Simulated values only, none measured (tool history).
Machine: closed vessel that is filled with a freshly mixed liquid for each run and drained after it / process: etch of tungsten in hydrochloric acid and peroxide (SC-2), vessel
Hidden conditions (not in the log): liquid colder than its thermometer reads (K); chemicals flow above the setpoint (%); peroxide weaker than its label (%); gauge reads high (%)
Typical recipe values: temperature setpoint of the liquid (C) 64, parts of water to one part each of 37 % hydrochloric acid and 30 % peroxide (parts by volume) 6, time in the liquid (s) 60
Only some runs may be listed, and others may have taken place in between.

run,hour,temperature setpoint of the liquid (C),parts of water to one part each of 37 % hydrochloric acid and 30 % peroxide (parts by volume),time in the liquid (s),wafers since the last listed run,hours since the thermometer was replaced,hours since the chemicals flow meter was replaced,hours since the drum of peroxide was connected,hours since the gauge calibration,"read-back film thickness of the tungsten reference wafer, read on the same gauge (nm)",thickness taken off the tungsten on a monitor wafer (Å)
1,0,71.5,6,60,0,1700.8,1886.9,599.4,55.2,140.03,402.6
2,31.3,71.5,6,60,2022,1732.1,1918.2,630.7,86.5,140.01,396.9
3,46.2,64,6,60,962,1747,1933.1,645.6,101.4,140,255
4,69.4,68,6,60,1498,1770.2,1956.3,668.8,124.6,139.98,325.1
5,103,68,6,60,2170,1803.8,1989.9,702.4,158.2,140.01,325.8
6,122,68,6,60,1227,1822.8,2008.9,721.4,177.2,140,318.6
7,137.3,64,6,60,988,1838.1,2024.2,736.7,192.5,140,252.2
8,151.7,64,6,60,930,1852.5,2038.6,751.1,206.9,139.99,248.9
9,176.2,64,6,90,1582,1877,2063.1,775.6,231.4,139.98,374.3
10,191,64,6,90,956,1891.8,2077.9,790.4,246.2,139.99,370.4
11,210,64,5,60,1227,1910.8,2096.9,809.4,265.2,140.02,284.2
12,230.5,72,6,60,1324,1931.3,2117.4,829.9,285.7,139.99,402.7
# hour 233.2: chemicals flow meter replaced
# hour 248.2: thermometer replaced
13,248.7,64,6,60,1046,0.5,15.5,848.1,303.9,140,297.2
14,266.6,64,8.5,80,1156,18.4,33.4,866,321.8,140,299.6
15,295.9,64,6,60,1892,47.7,62.7,895.3,351.1,140,293.9
# hour 306.3: gauge calibrated
16,320.9,54,8,70,1615,72.7,87.7,920.3,14.6,139.97,145
17,355.5,70.5,6,85,2235,107.3,122.3,954.9,49.2,139.95,620.8
# hour 384.8: new drum of peroxide connected
18,390.4,67,6,50,2190,142.2,157.2,5.6,84.1,140.02,294.7
19,411,66.5,6,80,1330,162.8,177.8,26.2,104.7,140.01,451
20,427.5,56.5,6,40,1066,179.3,194.3,42.7,121.2,140.01,120.6
21,463.2,56,6,60,2306,215,230,78.4,156.9,140,176.8
22,481.1,54,6,30,1156,232.9,247.9,96.3,174.8,140.01,77.6

What the log doesn't show, run by run:
chemicals flow above the setpoint (%): 0 at every run
peroxide weaker than its label (%): 0 at every run
gauge reads high (%): 0 at every run
H1: liquid colder than its thermometer reads (K)
run,H1
1,2.56
2,2.61
3,2.63
4,2.66
5,2.71
6,2.74
7,2.76
8,2.78
9,2.82
10,2.84
11,2.87
12,2.9
13,0.0093
14,0.0354
15,0.078
16,0.114
17,0.165
18,0.216
19,0.246
20,0.27
21,0.322
22,0.348

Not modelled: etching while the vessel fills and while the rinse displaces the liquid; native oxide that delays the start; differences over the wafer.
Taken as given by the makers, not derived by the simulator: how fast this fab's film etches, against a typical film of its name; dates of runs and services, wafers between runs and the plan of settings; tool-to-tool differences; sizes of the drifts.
